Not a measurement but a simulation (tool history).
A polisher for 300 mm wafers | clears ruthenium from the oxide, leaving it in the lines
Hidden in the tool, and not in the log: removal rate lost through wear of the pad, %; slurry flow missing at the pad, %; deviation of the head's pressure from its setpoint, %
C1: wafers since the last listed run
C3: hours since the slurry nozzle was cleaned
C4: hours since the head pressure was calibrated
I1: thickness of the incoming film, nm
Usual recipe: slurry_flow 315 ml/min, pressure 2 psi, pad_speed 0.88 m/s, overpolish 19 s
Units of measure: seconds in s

{"run": 1, "hour": 0.0, "slurry_flow": 315, "pressure": 2, "pad_speed": 1.08, "overpolish": 19, "C1": 0, "wafers polished on this pad": 678, "C3": 143.2, "C4": 349.6, "I1": 144.7, "seconds": 153.5}
{"run": 2, "hour": 21.6, "slurry_flow": 315, "pressure": 2, "pad_speed": 0.88, "overpolish": 19, "C1": 122, "wafers polished on this pad": 800, "C3": 164.8, "C4": 371.2, "I1": 144.3, "seconds": 178.1}
{"run": 3, "hour": 40.8, "slurry_flow": 315, "pressure": 2, "pad_speed": 0.88, "overpolish": 19, "C1": 108, "wafers polished on this pad": 909, "C3": 184, "C4": 390.4, "I1": 143.8, "seconds": 179}
{"run": 4, "hour": 59.9, "slurry_flow": 315, "pressure": 2.3, "pad_speed": 0.88, "overpolish": 19, "C1": 108, "wafers polished on this pad": 1017, "C3": 203.1, "C4": 409.5, "I1": 147.3, "seconds": 165.8}
{"run": 5, "hour": 125.7, "slurry_flow": 315, "pressure": 2, "pad_speed": 0.88, "overpolish": 19, "C1": 372, "wafers polished on this pad": 1390, "C3": 268.9, "C4": 475.3, "I1": 144.7, "seconds": 183.1}
{"run": 6, "hour": 151.0, "slurry_flow": 315, "pressure": 2, "pad_speed": 0.88, "overpolish": 19, "C1": 143, "wafers polished on this pad": 1533, "C3": 294.2, "C4": 500.6, "I1": 143.6, "seconds": 184.1}
{"hour": 166.3, "done": "worn pad replaced by a new one"}
{"run": 7, "hour": 172.7, "slurry_flow": 315, "pressure": 2, "pad_speed": 0.88, "overpolish": 19, "C1": 100, "wafers polished on this pad": 36, "C3": 315.9, "C4": 522.3, "I1": 145.4, "seconds": 198.1}
{"run": 8, "hour": 200.2, "slurry_flow": 315, "pressure": 2, "pad_speed": 0.64, "overpolish": 16, "C1": 155, "wafers polished on this pad": 192, "C3": 343.4, "C4": 549.8, "I1": 144.7, "seconds": 249.1}
{"run": 9, "hour": 225.3, "slurry_flow": 315, "pressure": 2, "pad_speed": 0.88, "overpolish": 19, "C1": 142, "wafers polished on this pad": 334, "C3": 368.5, "C4": 574.9, "I1": 144.7, "seconds": 198.2}
{"run": 10, "hour": 239.6, "slurry_flow": 315, "pressure": 2, "pad_speed": 0.88, "overpolish": 23, "C1": 81, "wafers polished on this pad": 415, "C3": 382.8, "C4": 589.2, "I1": 146, "seconds": 204.9}
{"run": 11, "hour": 253.4, "slurry_flow": 315, "pressure": 2, "pad_speed": 0.88, "overpolish": 19, "C1": 78, "wafers polished on this pad": 493, "C3": 396.6, "C4": 603, "I1": 142.9, "seconds": 201.8}
{"run": 12, "hour": 285.7, "slurry_flow": 315, "pressure": 2, "pad_speed": 0.88, "overpolish": 19, "C1": 182, "wafers polished on this pad": 676, "C3": 428.9, "C4": 635.3, "I1": 145.8, "seconds": 203.2}
{"hour": 309.8, "done": "slurry nozzle cleaned"}
{"hour": 314.2, "done": "worn pad replaced by a new one, repeated, since the last time left the tool worse"}
{"run": 13, "hour": 318.4, "slurry_flow": 315, "pressure": 2, "pad_speed": 0.88, "overpolish": 19, "C1": 156, "wafers polished on this pad": 24, "C3": 8.6, "C4": 668, "I1": 145, "seconds": 173.6}
{"run": 14, "hour": 351.6, "slurry_flow": 315, "pressure": 2, "pad_speed": 0.96, "overpolish": 19, "C1": 188, "wafers polished on this pad": 212, "C3": 41.8, "C4": 701.2, "I1": 145.2, "seconds": 165.2}
{"run": 15, "hour": 364.3, "slurry_flow": 315, "pressure": 2, "pad_speed": 0.68, "overpolish": 19, "C1": 71, "wafers polished on this pad": 284, "C3": 54.5, "C4": 713.9, "I1": 144.4, "seconds": 209.6}
{"run": 16, "hour": 394.9, "slurry_flow": 425, "pressure": 2, "pad_speed": 1.12, "overpolish": 19, "C1": 173, "wafers polished on this pad": 457, "C3": 85.1, "C4": 744.5, "I1": 146.1, "seconds": 146.9}
{"run": 17, "hour": 415.4, "slurry_flow": 315, "pressure": 2, "pad_speed": 0.88, "overpolish": 14, "C1": 116, "wafers polished on this pad": 573, "C3": 105.6, "C4": 765, "I1": 144.3, "seconds": 177.7}
{"run": 18, "hour": 441.9, "slurry_flow": 315, "pressure": 2, "pad_speed": 0.88, "overpolish": 19, "C1": 150, "wafers polished on this pad": 723, "C3": 132.1, "C4": 791.5, "I1": 145.2, "seconds": 180.8}
{"run": 19, "hour": 466.2, "slurry_flow": 215, "pressure": 1.8, "pad_speed": 0.76, "overpolish": 19, "C1": 137, "wafers polished on this pad": 861, "C3": 156.4, "C4": 815.8, "I1": 145.5, "seconds": 222.9}
{"run": 20, "hour": 483.8, "slurry_flow": 280, "pressure": 2, "pad_speed": 0.88, "overpolish": 29, "C1": 99, "wafers polished on this pad": 961, "C3": 174, "C4": 833.4, "I1": 143.6, "seconds": 181.6}
{"run": 21, "hour": 504.5, "slurry_flow": 245, "pressure": 2, "pad_speed": 0.88, "overpolish": 19, "C1": 117, "wafers polished on this pad": 1078, "C3": 194.7, "C4": 854.1, "I1": 143.5, "seconds": 187.4}
{"hour": 539.8, "done": "worn pad replaced by a new one"}
{"run": 22, "hour": 557.5, "slurry_flow": 425, "pressure": 2, "pad_speed": 1.12, "overpolish": 19, "C1": 277, "wafers polished on this pad": 100, "C3": 247.7, "C4": 907.1, "I1": 146.5, "seconds": 147.5}
{"run": 23, "hour": 574.0, "slurry_flow": 410, "pressure": 2.5, "pad_speed": 1.12, "overpolish": 24, "C1": 93, "wafers polished on this pad": 193, "C3": 264.2, "C4": 923.6, "I1": 145.2, "seconds": 124.3}
{"run": 24, "hour": 607.4, "slurry_flow": 315, "pressure": 2.6, "pad_speed": 0.58, "overpolish": 19, "C1": 189, "wafers polished on this pad": 382, "C3": 297.6, "C4": 957, "I1": 144.5, "seconds": 196}
{"run": 25, "hour": 624.2, "slurry_flow": 420, "pressure": 2.2, "pad_speed": 1.14, "overpolish": 25, "C1": 95, "wafers polished on this pad": 477, "C3": 314.4, "C4": 973.8, "I1": 144.2, "seconds": 134.3}
{"hour": 655.5, "done": "head pressure recalibrated"}
{"run": 26, "hour": 656.0, "slurry_flow": 315, "pressure": 2.4, "pad_speed": 0.88, "overpolish": 10, "C1": 168, "wafers polished on this pad": 646, "C3": 346.2, "C4": 0.5, "I1": 145.1, "seconds": 162.5}
{"run": 27, "hour": 686.2, "slurry_flow": 240, "pressure": 2, "pad_speed": 1.02, "overpolish": 19, "C1": 171, "wafers polished on this pad": 817, "C3": 376.4, "C4": 30.7, "I1": 145.4, "seconds": 165.2}
{"run": 28, "hour": 702.4, "slurry_flow": 315, "pressure": 2, "pad_speed": 0.88, "overpolish": 19, "C1": 91, "wafers polished on this pad": 909, "C3": 392.6, "C4": 46.9, "I1": 143.8, "seconds": 184}
{"run": 29, "hour": 731.5, "slurry_flow": 315, "pressure": 2, "pad_speed": 0.88, "overpolish": 19, "C1": 164, "wafers polished on this pad": 1074, "C3": 421.7, "C4": 76, "I1": 145.1, "seconds": 190}
{"hour": 746.9, "done": "slurry nozzle cleaned"}
{"run": 30, "hour": 753.6, "slurry_flow": 315, "pressure": 2, "pad_speed": 0.72, "overpolish": 19, "C1": 119, "wafers polished on this pad": 1194, "C3": 6.7, "C4": 98.1, "I1": 145.3, "seconds": 214.6}
{"run": 31, "hour": 780.4, "slurry_flow": 205, "pressure": 2.4, "pad_speed": 0.88, "overpolish": 25, "C1": 151, "wafers polished on this pad": 1345, "C3": 33.5, "C4": 124.9, "I1": 142.4, "seconds": 167.2}
{"run": 32, "hour": 796.1, "slurry_flow": 315, "pressure": 2, "pad_speed": 0.72, "overpolish": 19, "C1": 88, "wafers polished on this pad": 1434, "C3": 49.2, "C4": 140.6, "I1": 145.8, "seconds": 216}
{"hour": 822.8, "done": "worn pad replaced by a new one"}
{"run": 33, "hour": 887.6, "slurry_flow": 315, "pressure": 2.2, "pad_speed": 0.88, "overpolish": 14, "C1": 495, "wafers polished on this pad": 366, "C3": 140.7, "C4": 232.1, "I1": 143.8, "seconds": 165.3}
{"run": 34, "hour": 916.9, "slurry_flow": 315, "pressure": 2, "pad_speed": 0.98, "overpolish": 14, "C1": 165, "wafers polished on this pad": 532, "C3": 170, "C4": 261.4, "I1": 143.4, "seconds": 162.2}
{"run": 35, "hour": 935.1, "slurry_flow": 260, "pressure": 2.2, "pad_speed": 0.88, "overpolish": 27, "C1": 103, "wafers polished on this pad": 635, "C3": 188.2, "C4": 279.6, "I1": 144.9, "seconds": 171.5}
{"run": 36, "hour": 968.5, "slurry_flow": 315, "pressure": 2, "pad_speed": 0.88, "overpolish": 19, "C1": 189, "wafers polished on this pad": 825, "C3": 221.6, "C4": 313, "I1": 144.3, "seconds": 178.5}
{"run": 37, "hour": 1000.8, "slurry_flow": 375, "pressure": 2.3, "pad_speed": 0.7, "overpolish": 23, "C1": 182, "wafers polished on this pad": 1008, "C3": 253.9, "C4": 345.3, "I1": 144.8, "seconds": 194.3}

Difference, measured minus no-hidden-state, one row per run. Run-to-run variation is common to both terms; the gauge's own scatter need not be:
run=1 seconds=+5
run=2 seconds=+6.7
run=3 seconds=+7.7
run=4 seconds=+8
run=5 seconds=+11.9
run=6 seconds=+13.2
run=7 seconds=+23.8
run=8 seconds=+31.7
run=9 seconds=+26.5
run=10 seconds=+28.1
run=11 seconds=+28.5
run=12 seconds=+30.4
run=13 seconds=+1.8
run=14 seconds=+3.2
run=15 seconds=+4.8
run=16 seconds=+4.5
run=17 seconds=+6.4
run=18 seconds=+7.8
run=19 seconds=+11
run=20 seconds=+9.8
run=21 seconds=+11.1
run=22 seconds=+2.4
run=23 seconds=+2.6
run=24 seconds=+5.8
run=25 seconds=+4.5
run=26 seconds=+6.8
run=27 seconds=+8.3
run=28 seconds=+9.9
run=29 seconds=+11.7
run=30 seconds=+14.5
run=31 seconds=+12.4
run=32 seconds=+16.9
run=33 seconds=+3.6
run=34 seconds=+4.7
run=35 seconds=+5.9
run=36 seconds=+7.6
run=37 seconds=+10

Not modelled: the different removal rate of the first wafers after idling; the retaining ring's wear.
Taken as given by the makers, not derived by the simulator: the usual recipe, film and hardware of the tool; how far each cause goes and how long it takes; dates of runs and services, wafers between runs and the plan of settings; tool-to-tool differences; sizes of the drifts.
